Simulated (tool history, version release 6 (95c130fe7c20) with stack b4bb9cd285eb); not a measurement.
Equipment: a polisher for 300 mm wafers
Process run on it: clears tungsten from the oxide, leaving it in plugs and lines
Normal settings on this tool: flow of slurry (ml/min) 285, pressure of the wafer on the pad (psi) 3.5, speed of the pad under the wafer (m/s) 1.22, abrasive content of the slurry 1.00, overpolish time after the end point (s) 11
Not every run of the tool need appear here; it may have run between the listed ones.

run,hour,flow of slurry (ml/min),pressure of the wafer on the pad (psi),speed of the pad under the wafer (m/s),abrasive content of the slurry,overpolish time after the end point (s),wafers since the last listed run,wafers polished on this pad,hours since the slurry nozzle was cleaned,hours since the head pressure was calibrated,hours since the slurry blender was calibrated,hours since the slurry got fresh peroxide,"incoming thickness of the incoming film, nm",time until the end point was called (s)
1,0.0,285,3.5,1.04,1.00,11,0,1960,191.6,565.6,2.3,147.3,375.2,83.3
2,95.0,285,3.5,1.04,1.00,11,809,2769,286.6,660.6,97.3,242.3,375.6,86.3
# hour 321.1: worn pad replaced by a new one
# hour 331.4: slurry nozzle cleaned
3,399.6,285,3.5,1.22,1.00,11,2552,659,68.2,965.2,401.9,546.9,372.1,70.7
# hour 421.0: head pressure recalibrated
# hour 430.0: slurry tank refilled with fresh slurry and peroxide
4,464.7,285,3.5,1.22,1.00,11,529,1188,133.3,43.7,467.0,34.7,375.3,66.9
# hour 542.8: slurry blender recalibrated
5,549.5,285,3.5,1.22,1.00,11,705,1894,218.1,128.5,6.7,119.5,373.7,66.8
6,617.2,285,3.5,1.22,1.00,11,576,2471,285.8,196.2,74.4,187.2,382.3,69.0
7,690.1,285,3.5,1.22,1.00,11,621,3092,358.7,269.1,147.3,260.1,374.5,70.1
8,771.6,285,4.3,1.50,1.00,11,694,3786,440.2,350.6,228.8,341.6,374.8,49.4
9,847.4,285,4.3,1.50,1.00,11,645,4432,516.0,426.4,304.6,417.4,373.8,51.0
# hour 854.9: worn pad replaced by a new one
10,885.9,285,4.3,1.50,1.00,11,293,264,554.5,464.9,343.1,455.9,373.4,46.9
# hour 891.0: slurry tank refilled with fresh slurry and peroxide
# hour 929.5: slurry nozzle cleaned
11,992.5,245,3.5,1.22,1.00,11,891,1155,63.0,571.5,449.7,101.5,371.8,69.2
# hour 1030.0: slurry blender recalibrated
12,1037.3,365,3.5,1.22,1.25,11,364,1520,107.8,616.3,7.3,146.3,371.4,62.8
13,1126.2,285,3.5,1.22,0.90,11,757,2277,196.7,705.2,96.2,235.2,371.6,71.9
14,1200.8,285,4.3,1.50,1.00,11,635,2913,271.3,779.8,170.8,309.8,375.1,50.5
15,1252.5,285,3.5,1.22,1.00,11,440,3353,323.0,831.5,222.5,361.5,378.6,73.5
# hour 1304.2: worn pad replaced by a new one
16,1322.6,285,3.5,1.22,0.80,11,563,156,393.1,901.6,292.6,431.6,375.0,73.0
17,1363.6,285,3.5,1.22,1.00,11,349,505,434.1,942.6,333.6,472.6,374.1,68.9
18,1416.4,285,3.0,1.22,0.90,11,449,955,486.9,995.4,386.4,525.4,381.5,82.9
# hour 1449.1: slurry tank refilled with fresh slurry and peroxide
# hour 1463.7: head pressure recalibrated
# hour 1482.3: slurry nozzle cleaned
19,1515.7,195,4.0,1.22,1.20,8,811,1767,33.4,52.0,485.7,66.6,375.1,60.1
# hour 1548.3: slurry blender recalibrated
20,1584.8,285,3.0,1.22,0.90,11,571,2339,102.5,121.1,36.5,135.7,370.1,75.8
21,1622.8,285,3.0,1.10,1.25,5,323,2662,140.5,159.1,74.5,173.7,368.1,76.4
22,1728.2,285,3.5,1.22,1.15,8,897,3560,245.9,264.5,179.9,279.1,377.6,66.0
# hour 1809.5: worn pad replaced by a new one
23,1888.5,285,3.8,1.40,1.00,5,1331,672,406.2,424.8,340.2,439.4,376.7,54.9
24,1970.2,285,4.2,1.22,1.00,11,696,1369,487.9,506.5,421.9,521.1,368.3,58.4
# hour 2002.0: slurry tank refilled with fresh slurry and peroxide
25,2025.5,350,3.5,1.22,1.00,11,462,1831,543.2,561.8,477.2,23.5,371.4,66.6
# hour 2031.1: slurry blender recalibrated
26,2074.4,285,3.5,1.22,1.00,11,399,2231,592.1,610.7,43.3,72.4,382.1,71.7
# hour 2135.1: slurry nozzle cleaned
27,2160.5,285,2.6,1.22,1.25,11,724,2956,25.4,696.8,129.4,158.5,377.3,81.7

Branching from run 27: 3 alternative next runs. What would each branch give?
A,2160.9,285,3.5,1.22,1.00,13,3,2959,25.8,697.2,129.8,158.9,377.0,?
B,2160.9,285,3.5,1.22,0.70,7,3,2959,25.8,697.2,129.8,158.9,377.0,?
C,2160.9,285,2.3,0.90,1.00,11,3,2959,25.8,697.2,129.8,158.9,377.0,?

run,time until the end point was called (s)
A,71.3
B,79.2
C,125.1
What these runs would have given with no unlogged condition in the tool:
run,time until the end point was called (s)
A,64.6
B,71.7
C,113.3

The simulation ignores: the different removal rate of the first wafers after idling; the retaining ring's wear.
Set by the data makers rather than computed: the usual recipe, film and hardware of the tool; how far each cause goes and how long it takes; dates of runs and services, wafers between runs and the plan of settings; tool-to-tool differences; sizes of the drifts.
